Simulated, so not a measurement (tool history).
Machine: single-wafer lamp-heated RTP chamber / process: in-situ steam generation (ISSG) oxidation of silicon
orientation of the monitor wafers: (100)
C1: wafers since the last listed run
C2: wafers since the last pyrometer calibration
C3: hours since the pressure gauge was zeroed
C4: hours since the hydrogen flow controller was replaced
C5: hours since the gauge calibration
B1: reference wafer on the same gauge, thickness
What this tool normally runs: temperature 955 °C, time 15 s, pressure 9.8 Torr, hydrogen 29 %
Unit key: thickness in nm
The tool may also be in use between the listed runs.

run 1 hour=0.0 | temperature=955 time=15 pressure=9.8 hydrogen=29 | C1=0 C2=1626 C3=4313.4 C4=5988.0 C5=357.9 | B1=4.576 | thickness=4.078
run 2 hour=42.4 | temperature=955 time=15 pressure=9.8 hydrogen=29 | C1=389 C2=2016 C3=4355.8 C4=6030.4 C5=400.3 | B1=4.578 | thickness=4.067
run 3 hour=107.1 | temperature=955 time=15 pressure=9.8 hydrogen=29 | C1=594 C2=2611 C3=4420.5 C4=6095.1 C5=465.0 | B1=4.582 | thickness=4.080
run 4 hour=153.2 | temperature=955 time=13 pressure=9.8 hydrogen=29 | C1=423 C2=3035 C3=4466.6 C4=6141.2 C5=511.1 | B1=4.581 | thickness=3.864
run 5 hour=242.2 | temperature=955 time=15 pressure=9.8 hydrogen=29 | C1=818 C2=3853 C3=4555.6 C4=6230.2 C5=600.1 | B1=4.585 | thickness=4.080
run 6 hour=333.7 | temperature=955 time=15 pressure=9.8 hydrogen=29 | C1=841 C2=4695 C3=4647.1 C4=6321.7 C5=691.6 | B1=4.578 | thickness=4.119
run 7 hour=435.7 | temperature=955 time=15 pressure=9.8 hydrogen=29 | C1=937 C2=5632 C3=4749.1 C4=6423.7 C5=793.6 | B1=4.577 | thickness=4.100
run 8 hour=476.1 | temperature=955 time=15 pressure=9.8 hydrogen=29 | C1=371 C2=6004 C3=4789.5 C4=6464.1 C5=834.0 | B1=4.581 | thickness=4.081
run 9 hour=522.4 | temperature=955 time=19 pressure=9.8 hydrogen=23 | C1=425 C2=6430 C3=4835.8 C4=6510.4 C5=880.3 | B1=4.581 | thickness=4.283
-- hour=546.1 pressure gauge zeroed
run 10 hour=617.2 | temperature=955 time=19 pressure=9.8 hydrogen=23 | C1=798 C2=7228 C3=71.1 C4=6605.2 C5=975.1 | B1=4.578 | thickness=4.289
-- hour=706.9 pyrometer window cleaned and pyrometer calibrated
run 11 hour=812.2 | temperature=936 time=11 pressure=8.7 hydrogen=29 | C1=1719 C2=968 C3=266.1 C4=6800.2 C5=1170.1 | B1=4.582 | thickness=3.606
run 12 hour=873.2 | temperature=955 time=19 pressure=9.8 hydrogen=23 | C1=560 C2=1529 C3=327.1 C4=6861.2 C5=1231.1 | B1=4.577 | thickness=4.342
run 13 hour=922.0 | temperature=964 time=15 pressure=9.8 hydrogen=29 | C1=448 C2=1978 C3=375.9 C4=6910.0 C5=1279.9 | B1=4.582 | thickness=4.276
-- hour=946.0 hydrogen flow controller replaced
run 14 hour=981.9 | temperature=969 time=10 pressure=10.2 hydrogen=26 | C1=477 C2=2455 C3=435.8 C4=35.9 C5=1339.8 | B1=4.576 | thickness=3.596
-- hour=995.9 pyrometer window cleaned and pyrometer calibrated, repeated, since the last time left the tool worse
run 15 hour=1046.8 | temperature=964 time=19 pressure=9.0 hydrogen=29 | C1=523 C2=467 C3=500.7 C4=100.8 C5=1404.7 | B1=4.581 | thickness=4.632
run 16 hour=1084.0 | temperature=955 time=9 pressure=9.8 hydrogen=29 | C1=342 C2=809 C3=537.9 C4=138.0 C5=1441.9 | B1=4.581 | thickness=3.352
run 17 hour=1167.5 | temperature=955 time=17 pressure=9.8 hydrogen=25 | C1=767 C2=1577 C3=621.4 C4=221.5 C5=1525.4 | B1=4.581 | thickness=4.105
run 18 hour=1210.0 | temperature=955 time=15 pressure=9.8 hydrogen=29 | C1=390 C2=1968 C3=663.9 C4=264.0 C5=1567.9 | B1=4.579 | thickness=4.050
run 19 hour=1278.1 | temperature=955 time=18 pressure=8.6 hydrogen=29 | C1=626 C2=2594 C3=732.0 C4=332.1 C5=1636.0 | B1=4.577 | thickness=4.459
-- hour=1279.3 gauge calibrated
run 20 hour=1560.6 | temperature=955 time=17 pressure=9.8 hydrogen=25 | C1=2597 C2=5192 C3=1014.5 C4=614.6 C5=281.3 | B1=4.581 | thickness=4.133
run 21 hour=1655.8 | temperature=955 time=15 pressure=9.8 hydrogen=22 | C1=875 C2=6068 C3=1109.7 C4=709.8 C5=376.5 | B1=4.579 | thickness=3.831

How would selected steps in thickness from run to run divide? Give the signed amount a tool lacking its hidden state would still show from settings, what came in and random variation, and the signed amount left for the hidden state, including any gauge scatter that is not in both of the compared results.
The hidden state here: true wafer temperature minus pyrometer reading, K; true pressure minus gauge reading, Torr; deviation of the hydrogen flow from its setpoint, %; gauge reads high (%).
Run 11 -> 12: temperature 936 -> 955, time 11 -> 19, pressure 8.7 -> 9.8, hydrogen 29 -> 23. thickness +0.736 nm: hidden state +0.070, all else +0.666.
Run 14 -> 15: temperature 969 -> 964, time 10 -> 19, pressure 10.2 -> 9.0, hydrogen 26 -> 29, pyrometer window cleaned and pyrometer calibrated, repeated, since the last time left the tool worse. thickness +1.036 nm: hidden state -0.117, all else +1.153.
Run 15 -> 16: temperature 964 -> 955, time 19 -> 9, pressure 9.0 -> 9.8. thickness -1.280 nm: hidden state +0.000, all else -1.280.
